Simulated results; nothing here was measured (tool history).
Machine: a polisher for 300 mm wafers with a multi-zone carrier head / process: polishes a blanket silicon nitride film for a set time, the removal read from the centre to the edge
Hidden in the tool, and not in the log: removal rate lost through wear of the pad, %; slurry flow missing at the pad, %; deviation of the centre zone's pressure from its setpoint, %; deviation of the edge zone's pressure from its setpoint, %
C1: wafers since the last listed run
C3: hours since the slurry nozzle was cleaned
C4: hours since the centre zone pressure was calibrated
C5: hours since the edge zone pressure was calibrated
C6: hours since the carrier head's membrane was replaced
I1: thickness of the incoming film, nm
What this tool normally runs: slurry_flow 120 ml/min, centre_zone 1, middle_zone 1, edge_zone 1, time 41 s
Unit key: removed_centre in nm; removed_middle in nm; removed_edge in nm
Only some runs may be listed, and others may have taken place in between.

{"run": 1, "hour": 0.0, "slurry_flow": 120, "centre_zone": 1, "middle_zone": 1, "edge_zone": 1, "time": 41, "C1": 0, "wafers polished on this pad": 86, "C3": 254.9, "C4": 769.1, "C5": 514.9, "C6": 1311.6, "I1": 791.7, "removed_centre": 75.7, "removed_middle": 78.1, "removed_edge": 85.6}
{"run": 2, "hour": 14.4, "slurry_flow": 120, "centre_zone": 1, "middle_zone": 1, "edge_zone": 1, "time": 41, "C1": 132, "wafers polished on this pad": 218, "C3": 269.3, "C4": 783.5, "C5": 529.3, "C6": 1326, "I1": 766.6, "removed_centre": 75.6, "removed_middle": 76.9, "removed_edge": 84.1}
{"run": 3, "hour": 27.7, "slurry_flow": 120, "centre_zone": 1, "middle_zone": 1, "edge_zone": 1.03, "time": 41, "C1": 122, "wafers polished on this pad": 341, "C3": 282.6, "C4": 796.8, "C5": 542.6, "C6": 1339.3, "I1": 775.1, "removed_centre": 72.9, "removed_middle": 76.6, "removed_edge": 86.3}
{"run": 4, "hour": 35.3, "slurry_flow": 120, "centre_zone": 1, "middle_zone": 1, "edge_zone": 1, "time": 41, "C1": 70, "wafers polished on this pad": 411, "C3": 290.2, "C4": 804.4, "C5": 550.2, "C6": 1346.9, "I1": 781.5, "removed_centre": 74.9, "removed_middle": 74.6, "removed_edge": 80.6}
{"run": 5, "hour": 44.7, "slurry_flow": 120, "centre_zone": 1, "middle_zone": 1, "edge_zone": 1, "time": 41, "C1": 86, "wafers polished on this pad": 498, "C3": 299.6, "C4": 813.8, "C5": 559.6, "C6": 1356.3, "I1": 787.4, "removed_centre": 72.4, "removed_middle": 72.1, "removed_edge": 81.5}
{"hour": 49.9, "done": "edge zone pressure recalibrated"}
{"run": 6, "hour": 52.0, "slurry_flow": 120, "centre_zone": 1, "middle_zone": 1, "edge_zone": 1, "time": 41, "C1": 48, "wafers polished on this pad": 547, "C3": 306.9, "C4": 821.1, "C5": 2.1, "C6": 1363.6, "I1": 781.4, "removed_centre": 71.8, "removed_middle": 74.6, "removed_edge": 79.7}
{"hour": 64.5, "done": "carrier head's membrane replaced by a new one"}
{"run": 7, "hour": 69.5, "slurry_flow": 120, "centre_zone": 1, "middle_zone": 1, "edge_zone": 0.91, "time": 41, "C1": 115, "wafers polished on this pad": 662, "C3": 324.4, "C4": 838.6, "C5": 19.6, "C6": 5, "I1": 776.3, "removed_centre": 69.6, "removed_middle": 70.7, "removed_edge": 75.3}
{"run": 8, "hour": 85.3, "slurry_flow": 145, "centre_zone": 1, "middle_zone": 1.03, "edge_zone": 1.05, "time": 37, "C1": 145, "wafers polished on this pad": 808, "C3": 340.2, "C4": 854.4, "C5": 35.4, "C6": 20.8, "I1": 769.1, "removed_centre": 67.8, "removed_middle": 69.5, "removed_edge": 76.3}
{"run": 9, "hour": 97.1, "slurry_flow": 120, "centre_zone": 1, "middle_zone": 1, "edge_zone": 1, "time": 41, "C1": 108, "wafers polished on this pad": 917, "C3": 352, "C4": 866.2, "C5": 47.2, "C6": 32.6, "I1": 779, "removed_centre": 67.5, "removed_middle": 68.2, "removed_edge": 75}

Run 10 is up next; what results do you expect?
{"hour": 103.0, "done": "slurry nozzle cleaned"}
{"hour": 105.0, "done": "worn pad replaced by a new one"}
{"hour": 107.7, "done": "centre zone pressure recalibrated"}
{"run": 10, "hour": 108.2, "slurry_flow": 120, "centre_zone": 1.12, "middle_zone": 1, "edge_zone": 0.97, "time": 29, "C1": 56, "wafers polished on this pad": 11, "C3": 5.2, "C4": 0.5, "C5": 58.3, "C6": 43.7, "I1": 774, "removed_centre": "?", "removed_middle": "?", "removed_edge": "?"}

removed_centre: 77.6 nm
removed_middle: 67.7 nm
removed_edge: 67 nm
Minus the tool's unlogged condition, the same run would have read removed_centre 79.7 nm, removed_middle 69.4 nm, removed_edge 68.6 nm.
